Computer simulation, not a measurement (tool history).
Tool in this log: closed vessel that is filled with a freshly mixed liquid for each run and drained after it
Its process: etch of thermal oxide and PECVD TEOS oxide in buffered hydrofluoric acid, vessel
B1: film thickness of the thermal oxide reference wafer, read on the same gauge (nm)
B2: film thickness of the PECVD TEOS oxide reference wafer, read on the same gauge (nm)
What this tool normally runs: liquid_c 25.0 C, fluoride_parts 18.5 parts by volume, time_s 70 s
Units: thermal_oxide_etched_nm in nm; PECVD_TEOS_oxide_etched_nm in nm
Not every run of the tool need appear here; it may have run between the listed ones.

{"run": 1, "hour": 0.0, "liquid_c": 21.5, "fluoride_parts": 18.5, "time_s": 50, "B1": 30.02, "B2": 110.06, "thermal_oxide_etched_nm": 23.2, "PECVD_TEOS_oxide_etched_nm": 64.68}
{"run": 2, "hour": 64.2, "liquid_c": 21.5, "fluoride_parts": 18.5, "time_s": 50, "B1": 29.99, "B2": 109.99, "thermal_oxide_etched_nm": 22.91, "PECVD_TEOS_oxide_etched_nm": 64.84}
{"run": 3, "hour": 121.0, "liquid_c": 25.0, "fluoride_parts": 18.5, "time_s": 70, "B1": 30.0, "B2": 110.01, "thermal_oxide_etched_nm": 38.5, "PECVD_TEOS_oxide_etched_nm": 110.04}
{"run": 4, "hour": 190.4, "liquid_c": 25.0, "fluoride_parts": 18.5, "time_s": 70, "B1": 30.0, "B2": 110.0, "thermal_oxide_etched_nm": 38.59, "PECVD_TEOS_oxide_etched_nm": 108.3}
{"run": 5, "hour": 243.7, "liquid_c": 25.0, "fluoride_parts": 18.5, "time_s": 70, "B1": 30.01, "B2": 109.95, "thermal_oxide_etched_nm": 38.45, "PECVD_TEOS_oxide_etched_nm": 108.35}
{"hour": 265.5, "done": "gauge calibrated"}
{"run": 6, "hour": 290.7, "liquid_c": 25.0, "fluoride_parts": 18.5, "time_s": 70, "B1": 30.0, "B2": 110.06, "thermal_oxide_etched_nm": 37.95, "PECVD_TEOS_oxide_etched_nm": 107.55}
{"hour": 307.7, "done": "thermometer replaced"}
{"run": 7, "hour": 323.0, "liquid_c": 25.0, "fluoride_parts": 18.5, "time_s": 70, "B1": 29.99, "B2": 109.99, "thermal_oxide_etched_nm": 42.22, "PECVD_TEOS_oxide_etched_nm": 120.87}
{"run": 8, "hour": 380.7, "liquid_c": 29.5, "fluoride_parts": 16.5, "time_s": 95, "B1": 30.0, "B2": 110.04, "thermal_oxide_etched_nm": 82.71, "PECVD_TEOS_oxide_etched_nm": 232.55}
{"run": 9, "hour": 412.0, "liquid_c": 28.0, "fluoride_parts": 18.5, "time_s": 55, "B1": 30.03, "B2": 110.04, "thermal_oxide_etched_nm": 39.51, "PECVD_TEOS_oxide_etched_nm": 110.11}
{"run": 10, "hour": 436.3, "liquid_c": 29.0, "fluoride_parts": 18.5, "time_s": 70, "B1": 30.01, "B2": 109.99, "thermal_oxide_etched_nm": 52.31, "PECVD_TEOS_oxide_etched_nm": 148.36}
{"run": 11, "hour": 482.6, "liquid_c": 26.5, "fluoride_parts": 23.0, "time_s": 70, "B1": 30.0, "B2": 109.97, "thermal_oxide_etched_nm": 38.64, "PECVD_TEOS_oxide_etched_nm": 108.19}
{"hour": 502.8, "done": "hydrofluoric acid flow meter replaced"}
{"run": 12, "hour": 529.6, "liquid_c": 25.0, "fluoride_parts": 18.5, "time_s": 70, "B1": 29.99, "B2": 110.03, "thermal_oxide_etched_nm": 42.75, "PECVD_TEOS_oxide_etched_nm": 118.5}
{"run": 13, "hour": 601.4, "liquid_c": 25.0, "fluoride_parts": 18.5, "time_s": 70, "B1": 30.0, "B2": 109.97, "thermal_oxide_etched_nm": 42.05, "PECVD_TEOS_oxide_etched_nm": 117.78}
{"run": 14, "hour": 630.2, "liquid_c": 20.5, "fluoride_parts": 18.5, "time_s": 100, "B1": 30.02, "B2": 110.0, "thermal_oxide_etched_nm": 46.22, "PECVD_TEOS_oxide_etched_nm": 130.45}

Run-by-run hidden state of the tool:
hydrofluoric acid flow below the setpoint (%): 0 in every run
gauge reads high (%): 0 in every run
H1: liquid colder than its thermometer reads (K)
run=1 H1=1.8
run=2 H1=1.92
run=3 H1=2.02
run=4 H1=2.14
run=5 H1=2.24
run=6 H1=2.32
run=7 H1=0.137
run=8 H1=0.241
run=9 H1=0.297
run=10 H1=0.34
run=11 H1=0.423
run=12 H1=0.507
run=13 H1=0.636
run=14 H1=0.688
